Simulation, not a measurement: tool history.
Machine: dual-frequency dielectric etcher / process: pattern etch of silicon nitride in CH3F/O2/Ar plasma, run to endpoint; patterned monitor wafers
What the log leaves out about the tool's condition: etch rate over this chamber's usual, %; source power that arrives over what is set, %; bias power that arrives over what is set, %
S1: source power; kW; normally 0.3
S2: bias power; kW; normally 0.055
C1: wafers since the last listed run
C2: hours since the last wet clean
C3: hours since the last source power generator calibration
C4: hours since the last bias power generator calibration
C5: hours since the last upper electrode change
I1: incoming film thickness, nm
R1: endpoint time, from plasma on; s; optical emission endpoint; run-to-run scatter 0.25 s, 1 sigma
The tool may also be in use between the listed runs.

Run 1, hour 0: usual settings but S1 0.33 kW; C1 0; C2 305; C3 1863.4; C4 4638; C5 5807.5; I1 43.02. Result: R1 77.5 s.
Run 2, hour 31.3: usual settings; C1 421; C2 336.3; C3 1894.7; C4 4669.3; C5 5838.8; I1 43.43. Result: R1 81.4 s.
Run 3, hour 52.5: usual settings; C1 285; C2 357.5; C3 1915.9; C4 4690.5; C5 5860; I1 43.18. Result: R1 80.9 s.
Run 4, hour 65.2: usual settings; C1 171; C2 370.2; C3 1928.6; C4 4703.2; C5 5872.7; I1 43.19. Result: R1 81 s.
Run 5, hour 80.2: usual settings; C1 202; C2 385.2; C3 1943.6; C4 4718.2; C5 5887.7; I1 43.12. Result: R1 80.4 s.
Run 6, hour 93.8: usual settings but S2 0.051 kW; C1 183; C2 398.8; C3 1957.2; C4 4731.8; C5 5901.3; I1 43.31. Result: R1 82 s.
At hour 136.5: wet clean of the chamber.
Run 7, hour 137: usual settings but S2 0.051 kW; C1 258; C2 0.5; C3 2000.4; C4 4775; C5 5944.5; I1 43.39. Result: R1 85.2 s.
Run 8, hour 141.8: usual settings but S2 0.051 kW; C1 64; C2 5.3; C3 2005.2; C4 4779.8; C5 5949.3; I1 43.2. Result: R1 85.1 s.
Run 9, hour 160.1: usual settings; C1 246; C2 23.6; C3 2023.5; C4 4798.1; C5 5967.6; I1 42.93. Result: R1 83.1 s.
At hour 199.9: upper electrode replaced.
Run 10, hour 200.4: usual settings; C1 219; C2 63.9; C3 2063.8; C4 4838.4; C5 0.5; I1 43.15. Result: R1 82.4 s.
Run 11, hour 202.6: usual settings but S1 0.25 kW, S2 0.062 kW; C1 29; C2 66.1; C3 2066; C4 4840.6; C5 2.7; I1 43.19. Result: R1 88.6 s.
Run 12, hour 218.3: usual settings but S1 0.24 kW, S2 0.069 kW; C1 211; C2 81.8; C3 2081.7; C4 4856.3; C5 18.4; I1 42.95. Result: R1 87.8 s.
At hour 224.2: bias power generator calibrated.
At hour 240.7: source power generator calibrated.
Run 13, hour 242.5: usual settings but S1 0.36 kW, S2 0.061 kW; C1 218; C2 106; C3 1.8; C4 18.3; C5 42.6; I1 43.28. Result: R1 74.3 s.
Run 14, hour 266.9: usual settings; C1 328; C2 130.4; C3 26.2; C4 42.7; C5 67; I1 43.52. Result: R1 82.9 s.
Run 15, hour 285.8: usual settings but S1 0.25 kW, S2 0.061 kW; C1 254; C2 149.3; C3 45.1; C4 61.6; C5 85.9; I1 43.07. Result: R1 87.8 s.
Run 16, hour 316.4: usual settings but S1 0.25 kW; C1 412; C2 179.9; C3 75.7; C4 92.2; C5 116.5; I1 43.18. Result: R1 90 s.
Run 17, hour 337.9: usual settings but S1 0.27 kW, S2 0.069 kW; C1 289; C2 201.4; C3 97.2; C4 113.7; C5 138; I1 43.12. Result: R1 81.8 s.
Run 18, hour 360.7: usual settings but S1 0.25 kW, S2 0.062 kW; C1 307; C2 224.2; C3 120; C4 136.5; C5 160.8; I1 42.94. Result: R1 86.8 s.
Run 19, hour 372.7: usual settings; C1 161; C2 236.2; C3 132; C4 148.5; C5 172.8; I1 43.1. Result: R1 81.3 s.
Run 20, hour 406.7: usual settings; C1 458; C2 270.2; C3 166; C4 182.5; C5 206.8; I1 43.31. Result: R1 81.4 s.
Run 21, hour 439.3: usual settings but S1 0.33 kW, S2 0.06 kW; C1 439; C2 302.8; C3 198.6; C4 215.1; C5 239.4; I1 43.26. Result: R1 75.9 s.

Alternative continuations, all from the tool just after run 21; predict every row:
Run A, hour 439.7: usual settings but S1 0.28 kW; C1 5; C2 303.2; C3 199; C4 215.5; C5 239.8; I1 43.65. Result: R1 ?.
Run B, hour 439.7: usual settings but S1 0.25 kW, S2 0.049 kW; C1 5; C2 303.2; C3 199; C4 215.5; C5 239.8; I1 43.65. Result: R1 ?.
Run C, hour 439.7: usual settings but S2 0.048 kW; C1 5; C2 303.2; C3 199; C4 215.5; C5 239.8; I1 43.65. Result: R1 ?.
Run D, hour 439.7: usual settings but S1 0.24 kW; C1 5; C2 303.2; C3 199; C4 215.5; C5 239.8; I1 43.65. Result: R1 ?.

run    R1
  A  84.6
  B  91.6
  C  84.1
  D  91.3
What these runs would have given with no unlogged condition in the tool:
run    R1
  A  87.3
  B  94.5
  C  86.8
  D  94.2

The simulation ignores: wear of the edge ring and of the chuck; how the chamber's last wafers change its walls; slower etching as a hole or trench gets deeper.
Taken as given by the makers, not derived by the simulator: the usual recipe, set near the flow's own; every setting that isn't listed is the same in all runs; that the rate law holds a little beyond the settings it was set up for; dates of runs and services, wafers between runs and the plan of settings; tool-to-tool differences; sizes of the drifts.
